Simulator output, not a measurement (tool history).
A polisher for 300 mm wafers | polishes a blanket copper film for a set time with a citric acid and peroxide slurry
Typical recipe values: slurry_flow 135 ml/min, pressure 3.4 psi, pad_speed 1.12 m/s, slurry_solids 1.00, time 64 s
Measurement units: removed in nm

run	day	slurry_flow	pressure	pad_speed	slurry_solids	time	incoming thickness of the incoming film, nm	removed
1	0.000	135	2.6	1.12	1.00	64	1127.9	120.6
# day 0.546: worn pad replaced by a new one
2	1.558	135	2.6	1.12	1.00	64	1124.5	131.1
3	3.942	135	3.4	1.12	1.00	64	1150.1	142.7
4	6.204	135	3.4	1.12	1.00	64	1139.7	138.2
# day 6.804: worn pad replaced by a new one
5	7.496	135	3.4	1.12	1.00	64	1162.2	143.3
6	8.800	135	3.4	1.12	1.00	64	1139.1	136.2
# day 9.883: slurry nozzle cleaned
# day 10.742: slurry blender recalibrated
7	11.812	135	4.2	1.12	1.00	64	1136.2	160.2
# day 12.283: worn pad replaced by a new one
8	12.900	135	4.0	1.12	1.00	58	1137.9	155.5
9	14.583	160	2.3	1.12	0.80	49	1153.8	84.0
10	15.938	135	3.4	1.12	1.15	54	1136.3	122.5
11	17.150	115	3.4	1.12	1.15	64	1125.1	140.1
# day 18.033: worn pad replaced by a new one
# day 18.229: head pressure recalibrated
12	19.396	135	3.7	1.12	1.00	72	1123.6	171.6
13	21.100	170	3.4	1.12	0.75	64	1137.1	134.4
# day 22.467: slurry nozzle cleaned
# day 23.379: slurry blender recalibrated
14	23.400	135	4.4	1.12	1.30	76	1124.6	215.4
# day 23.721: worn pad replaced by a new one
15	25.458	135	4.2	0.96	0.85	64	1156.1	140.5
16	28.012	135	3.4	1.12	1.00	53	1154.5	115.2
17	29.658	135	3.4	1.12	1.00	64	1127.0	140.3

For some of the steps in removed from one run to the next: how much would appear even if the tool had no hidden state, given the settings, what came in and random variation, and how much remains for the hidden state plus any gauge scatter that the measured result and the result without hidden state don't share?
What the log doesn't record here: removal rate lost through wear of the pad, %; slurry flow missing at the pad, %; deviation of the head's pressure from its setpoint, %; abrasive missing from the slurry, %.
Run 7 -> 8: pressure 4.2 -> 4.0, time 64 -> 58, worn pad replaced by a new one. removed -4.7 nm: hidden state +15.0, all else -19.7.
Run 13 -> 14: slurry_flow 170 -> 135, pressure 3.4 -> 4.4, slurry_solids 0.75 -> 1.30, time 64 -> 76, slurry nozzle cleaned, slurry blender recalibrated. removed +81.0 nm: hidden state -4.4, all else +85.4.

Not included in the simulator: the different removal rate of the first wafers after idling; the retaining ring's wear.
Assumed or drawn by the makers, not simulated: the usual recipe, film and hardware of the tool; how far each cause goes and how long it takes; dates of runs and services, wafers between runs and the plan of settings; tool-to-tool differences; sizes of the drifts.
